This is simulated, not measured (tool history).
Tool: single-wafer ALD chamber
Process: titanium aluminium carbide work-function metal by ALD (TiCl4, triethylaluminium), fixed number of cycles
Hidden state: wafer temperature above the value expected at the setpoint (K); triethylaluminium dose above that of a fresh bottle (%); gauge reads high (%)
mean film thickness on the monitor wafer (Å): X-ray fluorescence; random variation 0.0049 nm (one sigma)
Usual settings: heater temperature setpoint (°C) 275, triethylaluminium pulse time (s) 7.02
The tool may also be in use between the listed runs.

run,hour,heater temperature setpoint (°C),triethylaluminium pulse time (s),wafers since the last listed run,hours since the last thermocouple change,hours since the last triethylaluminium bottle change,hours since the showerhead was replaced,hours since the gauge calibration,"read-back reference wafer on the same gauge, thickness_nm",mean film thickness on the monitor wafer (Å)
1,0,275,7.02,0,952.1,284.1,5845.1,1780.3,1.991,16.9
2,98.7,275,7.02,1042,1050.8,382.8,5943.8,1879,1.988,16.89
3,137.6,271,7.02,410,1089.7,421.7,5982.7,1917.9,1.99,16.49
4,244.8,271,7.02,1132,1196.9,528.9,6089.9,2025.1,1.989,16.48
5,340.9,275,7.02,1014,1293,625,6186,2121.2,1.991,16.83
6,393.2,275,7.02,552,1345.3,677.3,6238.3,2173.5,1.989,16.9
7,478.6,275,7.02,901,1430.7,762.7,6323.7,2258.9,1.988,16.83
8,528.7,275,7.02,529,1480.8,812.8,6373.8,2309,1.99,16.91
9,619.9,275,7.02,963,1572,904,6465,2400.2,1.99,16.87
10,698.8,262,7.02,833,1650.9,982.9,6543.9,2479.1,1.991,15.69
11,963.7,275,7.02,2797,1915.8,1247.8,6808.8,2744,1.99,16.87
12,1014.4,275,7.02,535,1966.5,1298.5,6859.5,2794.7,1.989,16.94
# hour 1063.1: thermocouple changed; heater temperature recalibrated
# hour 1110.4: showerhead replaced
13,1122.2,275,7.02,969,59.1,1406.3,11.8,2902.5,1.99,16.86
14,1226.1,263,8.48,1097,163,1510.2,115.7,3006.4,1.992,16.24
15,1298.8,275,8.07,767,235.7,1582.9,188.4,3079.1,1.99,17.28
# hour 1343.8: triethylaluminium bottle replaced
16,1384.5,275,7.02,820,321.4,40.7,274.1,3164.8,1.989,16.83
17,1485.2,275,7.02,1063,422.1,141.4,374.8,3265.5,1.99,16.98
18,1525.5,275,7.02,425,462.4,181.7,415.1,3305.8,1.99,16.83
19,1692.9,275,9.31,1767,629.8,349.1,582.5,3473.2,1.989,17.61
20,1884.9,287,4.39,2027,821.8,541.1,774.5,3665.2,1.991,16.44
21,2127.3,287,4.6,2559,1064.2,783.5,1016.9,3907.6,1.991,16.52
22,2178.9,281,8.66,544,1115.8,835.1,1068.5,3959.2,1.993,17.89
23,2240.8,275,7.76,653,1177.7,897,1130.4,4021.1,1.991,17.1
# hour 2301.7: gauge calibrated
24,2467.7,280,7.02,2396,1404.6,1123.9,1357.3,166,1.99,17.42
25,2529.8,275,7.02,655,1466.7,1186,1419.4,228.1,1.99,16.94
26,2632.9,266,5.49,1088,1569.8,1289.1,1522.5,331.2,1.988,15.35
27,2690,275,7.02,603,1626.9,1346.2,1579.6,388.3,1.991,16.92
28,2763.7,268,7.02,778,1700.6,1419.9,1653.3,462,1.99,16.26
29,2837.7,288,4.65,781,1774.6,1493.9,1727.3,536,1.992,16.71
30,2905.7,275,6.26,718,1842.6,1561.9,1795.3,604,1.991,16.6
31,2972.9,264,9,709,1909.8,1629.1,1862.5,671.2,1.989,16.56
32,3240.7,275,7.02,2828,2177.6,1896.9,2130.3,939,1.988,16.86
# hour 3353.1: triethylaluminium bottle replaced
33,3353.6,278,7.92,1107,2290.5,0.5,2243.2,1051.9,1.99,17.46
34,3417.1,283,5.36,670,2354,64,2306.7,1115.4,1.992,16.77

Forecast each of these 3 alternatives for the next run:
A,3417.5,279,7.02,4,2354.4,64.4,2307.1,1115.8,?,?
B,3417.5,263,4.34,4,2354.4,64.4,2307.1,1115.8,?,?
C,3417.5,268,8.47,4,2354.4,64.4,2307.1,1115.8,?,?

run,"read-back reference wafer on the same gauge, thickness_nm",mean film thickness on the monitor wafer (Å)
A,1.99,17.26
B,1.99,14.35
C,1.99,16.74
Without the tool's hidden state the same runs would have given:
run,mean film thickness on the monitor wafer (Å)
A,17.26
B,14.35
C,16.74
